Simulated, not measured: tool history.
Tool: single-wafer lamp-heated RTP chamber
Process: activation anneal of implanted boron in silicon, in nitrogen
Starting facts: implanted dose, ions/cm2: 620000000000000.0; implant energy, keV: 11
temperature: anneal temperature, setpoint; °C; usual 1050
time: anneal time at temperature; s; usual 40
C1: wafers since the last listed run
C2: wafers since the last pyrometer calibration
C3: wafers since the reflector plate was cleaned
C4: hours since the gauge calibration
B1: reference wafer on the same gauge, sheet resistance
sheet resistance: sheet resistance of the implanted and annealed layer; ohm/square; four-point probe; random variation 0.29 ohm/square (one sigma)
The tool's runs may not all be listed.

Run 1, hour 0.0: usual settings; C1 0; C2 5904; C3 4347; C4 394.4; B1 176.89. Result: sheet resistance 189.85 ohm/square.
Run 2, hour 31.9: usual settings; C1 471; C2 6375; C3 4818; C4 426.3; B1 176.93. Result: sheet resistance 189.54 ohm/square.
Run 3, hour 74.9: usual settings; C1 634; C2 7010; C3 5453; C4 469.3; B1 177.01. Result: sheet resistance 189.42 ohm/square.
At hour 106.2: pyrometer window cleaned and pyrometer calibrated.
At hour 153.2: reflector plate cleaned.
Run 4, hour 273.5: usual settings but temperature 1058 °C, time 27 s; C1 2696; C2 2352; C3 1775; C4 667.9; B1 177.03. Result: sheet resistance 190.46 ohm/square.
Run 5, hour 318.1: usual settings; C1 658; C2 3011; C3 2434; C4 712.5; B1 176.95. Result: sheet resistance 190.14 ohm/square.
Run 6, hour 373.2: usual settings; C1 813; C2 3824; C3 3247; C4 767.6; B1 177.04. Result: sheet resistance 190.51 ohm/square.
Run 7, hour 401.0: usual settings; C1 410; C2 4235; C3 3658; C4 795.4; B1 176.99. Result: sheet resistance 189.75 ohm/square.
Run 8, hour 432.5: usual settings; C1 465; C2 4700; C3 4123; C4 826.9; B1 176.96. Result: sheet resistance 190.02 ohm/square.
Run 9, hour 477.8: usual settings; C1 668; C2 5369; C3 4792; C4 872.2; B1 176.98. Result: sheet resistance 189.55 ohm/square.
Run 10, hour 517.7: usual settings; C1 589; C2 5958; C3 5381; C4 912.1; B1 177.16. Result: sheet resistance 190.02 ohm/square.
Run 11, hour 580.1: usual settings but temperature 1026 °C, time 30 s; C1 921; C2 6879; C3 6303; C4 974.5; B1 177.01. Result: sheet resistance 193.24 ohm/square.
At hour 641.1: reflector plate cleaned.
Run 12, hour 670.5: usual settings but temperature 1069 °C, time 27 s; C1 1216; C2 8096; C3 434; C4 1064.9; B1 177.03. Result: sheet resistance 189.52 ohm/square.
At hour 686.9: pyrometer window cleaned and pyrometer calibrated.
Run 13, hour 704.1: usual settings but temperature 1070 °C; C1 378; C2 254; C3 812; C4 1098.5; B1 177.00. Result: sheet resistance 188.50 ohm/square.
Run 14, hour 748.3: usual settings; C1 652; C2 907; C3 1464; C4 1142.7; B1 176.95. Result: sheet resistance 190.43 ohm/square.
Run 15, hour 819.2: usual settings but temperature 1031 °C, time 52 s; C1 1046; C2 1954; C3 2511; C4 1213.6; B1 176.94. Result: sheet resistance 190.75 ohm/square.
Run 16, hour 888.7: usual settings; C1 1026; C2 2980; C3 3538; C4 1283.1; B1 176.95. Result: sheet resistance 189.61 ohm/square.
Run 17, hour 918.1: usual settings but temperature 1022 °C, time 20 s; C1 434; C2 3414; C3 3972; C4 1312.5; B1 176.92. Result: sheet resistance 194.58 ohm/square.
At hour 1009.4: gauge calibrated.
Run 18, hour 1046.6: usual settings but time 53 s; C1 1897; C2 5311; C3 5869; C4 37.2; B1 176.95. Result: sheet resistance 188.95 ohm/square.
Run 19, hour 1102.4: usual settings; C1 823; C2 6135; C3 6693; C4 93.0; B1 177.01. Result: sheet resistance 189.21 ohm/square.
At hour 1144.0: reflector plate cleaned.
Run 20, hour 1158.5: usual settings but temperature 1064 °C; C1 710; C2 6846; C3 214; C4 149.1; B1 177.01. Result: sheet resistance 188.51 ohm/square.
At hour 1226.9: pyrometer window cleaned and pyrometer calibrated.
Run 21, hour 1229.3: usual settings but temperature 1058 °C; C1 927; C2 35; C3 1141; C4 219.9; B1 177.03. Result: sheet resistance 189.63 ohm/square.
Run 22, hour 1284.1: usual settings but temperature 1031 °C, time 52 s; C1 809; C2 844; C3 1950; C4 274.7; B1 176.99. Result: sheet resistance 191.47 ohm/square.
Run 23, hour 1382.1: usual settings but temperature 1035 °C, time 53 s; C1 1447; C2 2291; C3 3397; C4 372.7; B1 176.88. Result: sheet resistance 190.29 ohm/square.

3 options for the next run, each taken on its own from the tool as it stands now. Forecast them:
Run A, hour 1382.5: usual settings; C1 5; C2 2297; C3 3403; C4 373.1; B1 ?. Result: sheet resistance ?.
Run B, hour 1382.5: usual settings but temperature 1029 °C, time 61 s; C1 5; C2 2297; C3 3403; C4 373.1; B1 ?. Result: sheet resistance ?.
Run C, hour 1382.5: usual settings but temperature 1030 °C; C1 5; C2 2297; C3 3403; C4 373.1; B1 ?. Result: sheet resistance ?.

run      B1  sheet resistance
  A  177.00            190.81
  B  177.00            190.95
  C  177.00            192.67
Without the tool's unlogged condition, the same runs would have read:
run  sheet resistance
  A            191.19
  B            191.42
  C            193.07
